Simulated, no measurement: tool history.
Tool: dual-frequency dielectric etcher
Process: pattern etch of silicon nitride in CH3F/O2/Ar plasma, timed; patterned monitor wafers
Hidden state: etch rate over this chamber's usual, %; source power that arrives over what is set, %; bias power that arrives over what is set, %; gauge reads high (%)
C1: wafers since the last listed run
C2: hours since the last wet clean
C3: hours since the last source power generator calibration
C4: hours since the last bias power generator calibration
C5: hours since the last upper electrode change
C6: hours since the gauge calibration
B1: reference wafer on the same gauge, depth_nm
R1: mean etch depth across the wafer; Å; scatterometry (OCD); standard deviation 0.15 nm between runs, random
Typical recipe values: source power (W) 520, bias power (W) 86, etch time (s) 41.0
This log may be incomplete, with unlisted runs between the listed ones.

run 1 hour=0.0 | source_power_(W)=520 bias_power_(W)=78 etch_time_(s)=37.0 | C1=0 C2=255.0 C3=2333.3 C4=2781.3 C5=1790.8 C6=1006.1 | B1=33.40 | R1=256.4
run 2 hour=50.0 | source_power_(W)=520 bias_power_(W)=78 etch_time_(s)=37.0 | C1=708 C2=305.0 C3=2383.3 C4=2831.3 C5=1840.8 C6=1056.1 | B1=33.32 | R1=256.4
run 3 hour=102.0 | source_power_(W)=520 bias_power_(W)=86 etch_time_(s)=41.0 | C1=737 C2=357.0 C3=2435.3 C4=2883.3 C5=1892.8 C6=1108.1 | B1=33.21 | R1=290.1
run 4 hour=170.8 | source_power_(W)=520 bias_power_(W)=86 etch_time_(s)=41.0 | C1=975 C2=425.8 C3=2504.1 C4=2952.1 C5=1961.6 C6=1176.9 | B1=33.29 | R1=289.2
run 5 hour=244.5 | source_power_(W)=520 bias_power_(W)=86 etch_time_(s)=41.0 | C1=1044 C2=499.5 C3=2577.8 C4=3025.8 C5=2035.3 C6=1250.6 | B1=33.10 | R1=290.1
-- hour=294.6 wet clean of the chamber
run 6 hour=338.0 | source_power_(W)=520 bias_power_(W)=86 etch_time_(s)=41.0 | C1=985 C2=43.4 C3=2671.3 C4=3119.3 C5=2128.8 C6=1344.1 | B1=33.03 | R1=288.7
run 7 hour=443.0 | source_power_(W)=520 bias_power_(W)=79 etch_time_(s)=41.0 | C1=1488 C2=148.4 C3=2776.3 C4=3224.3 C5=2233.8 C6=1449.1 | B1=32.82 | R1=278.7
-- hour=529.3 source power generator calibrated
run 8 hour=548.1 | source_power_(W)=520 bias_power_(W)=79 etch_time_(s)=41.0 | C1=1433 C2=253.5 C3=18.8 C4=3329.4 C5=2338.9 C6=1554.2 | B1=32.75 | R1=279.0
-- hour=580.7 gauge calibrated
run 9 hour=647.6 | source_power_(W)=520 bias_power_(W)=79 etch_time_(s)=41.0 | C1=1410 C2=353.0 C3=118.3 C4=3428.9 C5=2438.4 C6=66.9 | B1=34.68 | R1=295.3
run 10 hour=729.5 | source_power_(W)=440 bias_power_(W)=86 etch_time_(s)=41.0 | C1=1161 C2=434.9 C3=200.2 C4=3510.8 C5=2520.3 C6=148.8 | B1=34.58 | R1=280.5
-- hour=762.5 upper electrode replaced
run 11 hour=811.2 | source_power_(W)=520 bias_power_(W)=72 etch_time_(s)=34.5 | C1=818 C2=516.6 C3=281.9 C4=3592.5 C5=48.7 C6=230.5 | B1=34.46 | R1=240.5
-- hour=876.4 wet clean of the chamber
run 12 hour=884.0 | source_power_(W)=520 bias_power_(W)=86 etch_time_(s)=41.0 | C1=691 C2=7.6 C3=354.7 C4=3665.3 C5=121.5 C6=303.3 | B1=34.36 | R1=301.3
run 13 hour=940.3 | source_power_(W)=520 bias_power_(W)=95 etch_time_(s)=41.0 | C1=798 C2=63.9 C3=411.0 C4=3721.6 C5=177.8 C6=359.6 | B1=34.35 | R1=310.9
run 14 hour=1060.2 | source_power_(W)=470 bias_power_(W)=73 etch_time_(s)=41.0 | C1=1700 C2=183.8 C3=530.9 C4=3841.5 C5=297.7 C6=479.5 | B1=34.30 | R1=269.0
-- hour=1105.2 bias power generator calibrated
run 15 hour=1155.7 | source_power_(W)=520 bias_power_(W)=86 etch_time_(s)=41.0 | C1=1297 C2=279.3 C3=626.4 C4=50.5 C5=393.2 C6=575.0 | B1=34.21 | R1=299.2
run 16 hour=1259.5 | source_power_(W)=520 bias_power_(W)=86 etch_time_(s)=37.0 | C1=1471 C2=383.1 C3=730.2 C4=154.3 C5=497.0 C6=678.8 | B1=34.04 | R1=269.3
run 17 hour=1353.0 | source_power_(W)=610 bias_power_(W)=86 etch_time_(s)=41.0 | C1=1325 C2=476.6 C3=823.7 C4=247.8 C5=590.5 C6=772.3 | B1=33.89 | R1=319.4
run 18 hour=1442.2 | source_power_(W)=520 bias_power_(W)=86 etch_time_(s)=47.5 | C1=1264 C2=565.8 C3=912.9 C4=337.0 C5=679.7 C6=861.5 | B1=33.69 | R1=344.2

Below are 5 alternative next runs, each starting from the tool's condition after run 18. Predict each:
run A hour=1442.6 | source_power_(W)=520 bias_power_(W)=65 etch_time_(s)=41.0 | C1=5 C2=566.2 C3=913.3 C4=337.4 C5=680.1 C6=861.9 | B1=? | R1=?
run B hour=1442.6 | source_power_(W)=490 bias_power_(W)=64 etch_time_(s)=45.0 | C1=5 C2=566.2 C3=913.3 C4=337.4 C5=680.1 C6=861.9 | B1=? | R1=?
run C hour=1442.6 | source_power_(W)=430 bias_power_(W)=65 etch_time_(s)=48.5 | C1=5 C2=566.2 C3=913.3 C4=337.4 C5=680.1 C6=861.9 | B1=? | R1=?
run D hour=1442.6 | source_power_(W)=520 bias_power_(W)=69 etch_time_(s)=46.5 | C1=5 C2=566.2 C3=913.3 C4=337.4 C5=680.1 C6=861.9 | B1=? | R1=?
run E hour=1442.6 | source_power_(W)=640 bias_power_(W)=72 etch_time_(s)=46.5 | C1=5 C2=566.2 C3=913.3 C4=337.4 C5=680.1 C6=861.9 | B1=? | R1=?

run=A B1=33.79 R1=272.1
run=B B1=33.79 R1=288.8
run=C B1=33.79 R1=292.9
run=D B1=33.79 R1=314.2
run=E B1=33.79 R1=351.0
Without the tool's unlogged condition, the same runs would have read:
run=A R1=280.4
run=B R1=297.6
run=C R1=301.8
run=D R1=323.7
run=E R1=361.7

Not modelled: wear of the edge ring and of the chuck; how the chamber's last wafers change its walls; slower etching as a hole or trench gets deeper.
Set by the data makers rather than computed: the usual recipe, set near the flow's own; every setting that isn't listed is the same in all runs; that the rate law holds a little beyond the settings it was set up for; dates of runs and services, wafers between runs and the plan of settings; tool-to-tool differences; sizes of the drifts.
